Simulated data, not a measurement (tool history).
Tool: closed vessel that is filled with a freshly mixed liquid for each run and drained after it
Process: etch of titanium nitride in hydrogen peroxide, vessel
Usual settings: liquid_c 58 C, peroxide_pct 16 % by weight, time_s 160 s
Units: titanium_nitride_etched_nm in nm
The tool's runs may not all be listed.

| run | day | liquid_c | peroxide_pct | time_s | read-back film thickness of the titanium nitride reference wafer, read on the same gauge (nm) | titanium_nitride_etched_nm |
|---|---|---|---|---|---|---|
| 1 | 0 | 58 | 16 | 160 | 30.01 | 6.84 |
|  | 2.021 | new drum of peroxide connected |
| 2 | 2.25 | 58 | 16 | 160 | 30.02 | 6.85 |
| 3 | 6.592 | 58 | 18.5 | 140 | 29.99 | 6.13 |
| 4 | 8.954 | 58 | 18.5 | 140 | 29.99 | 6.14 |
| 5 | 13.2 | 58 | 18.5 | 140 | 30 | 6.13 |
| 6 | 16.783 | 58 | 16 | 160 | 29.99 | 6.76 |
| 7 | 19.471 | 58 | 16 | 160 | 30 | 6.75 |
| 8 | 22.696 | 58 | 16 | 110 | 30.01 | 4.64 |
| 9 | 26.242 | 58 | 16 | 110 | 30.02 | 4.62 |
| 10 | 29.788 | 58 | 16 | 110 | 30.05 | 4.66 |
| 11 | 32.033 | 58 | 19 | 230 | 30.01 | 10.06 |
| 12 | 33.879 | 58 | 19 | 230 | 29.99 | 10 |
|  | 34.75 | new drum of peroxide connected |
| 13 | 35.733 | 58 | 19 | 230 | 30.04 | 9.99 |
|  | 37.925 | gauge calibrated |
| 14 | 38.662 | 49.5 | 20.5 | 100 | 30.05 | 2.43 |
| 15 | 43.079 | 58 | 16 | 160 | 30.01 | 6.69 |
|  | 46.046 | peroxide flow meter replaced |
| 16 | 47.396 | 64.5 | 16 | 95 | 30.02 | 6.15 |
| 17 | 48.921 | 58 | 16 | 160 | 30.04 | 6.68 |
| 18 | 50.567 | 49 | 19.5 | 160 | 30.01 | 3.66 |
| 19 | 52.688 | 54.5 | 12 | 160 | 29.98 | 4.91 |
|  | 53.367 | thermometer replaced |
| 20 | 55.475 | 58 | 16 | 160 | 30.01 | 7.04 |
|  | 62.429 | new drum of peroxide connected |
| 21 | 68.367 | 58 | 20 | 240 | 29.97 | 10.94 |
| 22 | 71.088 | 58 | 16 | 160 | 29.98 | 7 |
| 23 | 74.992 | 60.5 | 14.5 | 255 | 30 | 12.85 |
| 24 | 78.092 | 49 | 18 | 75 | 30.01 | 1.77 |
| 25 | 81.821 | 58 | 16 | 205 | 30.01 | 8.91 |
| 26 | 85.875 | 58 | 16 | 80 | 29.97 | 3.45 |

Forecast each of these 4 alternatives for the next run:
| A | 85.904 | 58 | 16 | 160 | ? | ? |
| B | 85.904 | 49.5 | 18 | 160 | ? | ? |
| C | 85.904 | 58 | 16 | 130 | ? | ? |
| D | 85.904 | 66 | 16 | 190 | ? | ? |

| run | read-back film thickness of the titanium nitride reference wafer, read on the same gauge (nm) | titanium_nitride_etched_nm |
|---|---|---|
| A | 29.97 | 6.93 |
| B | 29.97 | 3.89 |
| C | 29.97 | 5.63 |
| D | 29.97 | 14.1 |
Without the tool's hidden state the same runs would have given:
| run | titanium_nitride_etched_nm |
|---|---|
| A | 7.08 |
| B | 3.99 |
| C | 5.76 |
| D | 14.4 |

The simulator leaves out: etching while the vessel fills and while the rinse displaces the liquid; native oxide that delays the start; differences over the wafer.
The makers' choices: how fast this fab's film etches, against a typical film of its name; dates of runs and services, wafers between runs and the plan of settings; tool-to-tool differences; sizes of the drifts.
